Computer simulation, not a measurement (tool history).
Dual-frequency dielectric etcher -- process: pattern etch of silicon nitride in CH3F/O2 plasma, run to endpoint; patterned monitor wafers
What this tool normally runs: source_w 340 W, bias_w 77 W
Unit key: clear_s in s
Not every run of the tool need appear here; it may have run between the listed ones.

run   hour  source_w  bias_w  incoming incoming film thickness, nm  clear_s
  1      0       340      77                                  94.2      117
  2   66.4       340      77                                  94.1      116
  3     90       340      77                                  94.8    117.3
  4  102.6       340      77                                  94.8      118
  5  121.9       340      77                                  95.2    119.3
  6  143.2       340      77                                  94.3    116.7
  7  167.3       390      77                                  94.4    112.2
  8  183.1       310      67                                  95.6    129.7
  9  199.7       310      67                                  95.1      129
     258.3  -- wet clean of the chamber
 10  258.8       340      77                                  94.2      117
 11  328.3       340      77                                  93.5    116.9
 12  347.4       340      77                                  94.3    117.2
 13  369.2       360      77                                  94.9    116.1
     381.1  -- source power generator calibrated
     422.9  -- upper electrode replaced
 14  452.1       300      68                                  95.1    129.9
 15  465.1       390      86                                  93.9    106.3
 16  480.7       340      77                                  94.4    117.8
 17    498       340      77                                  94.2    117.6
 18  521.2       340      77                                  93.7    115.8
 19  544.7       280      82                                  94.8    123.9
     561.1  -- bias power generator calibrated
 20  568.4       340      89                                  94.6    109.7
 21  584.7       410      92                                  94.5    102.4
 22  618.2       380      77                                  94.4    113.4
     642.8  -- wet clean of the chamber
 23  650.4       290      77                                  95.4      125
 24  672.5       390      71                                  94.5    116.1
 25  699.7       260      82                                  94.6    125.7
 26  730.1       400      95                                    94    100.4
 27  759.9       280      89                                  96.3    120.4

Each row is a separate what-if for the run after 27, all from the same tool condition, not one after another. Results?
  A  760.4       340      77                                  94.5        ?
  B  760.4       390      60                                  94.5        ?
  C  760.4       260      83                                  94.5        ?
  D  760.4       300      63                                  94.5        ?
  E  760.4       380      90                                  94.5        ?

run  clear_s
  A    117.2
  B    123.5
  C    124.9
  D    133.3
  E    105.6
Had the tool no hidden state, the same runs would have come out as:
run  clear_s
  A    117.2
  B    123.5
  C    124.9
  D    133.3
  E    105.6

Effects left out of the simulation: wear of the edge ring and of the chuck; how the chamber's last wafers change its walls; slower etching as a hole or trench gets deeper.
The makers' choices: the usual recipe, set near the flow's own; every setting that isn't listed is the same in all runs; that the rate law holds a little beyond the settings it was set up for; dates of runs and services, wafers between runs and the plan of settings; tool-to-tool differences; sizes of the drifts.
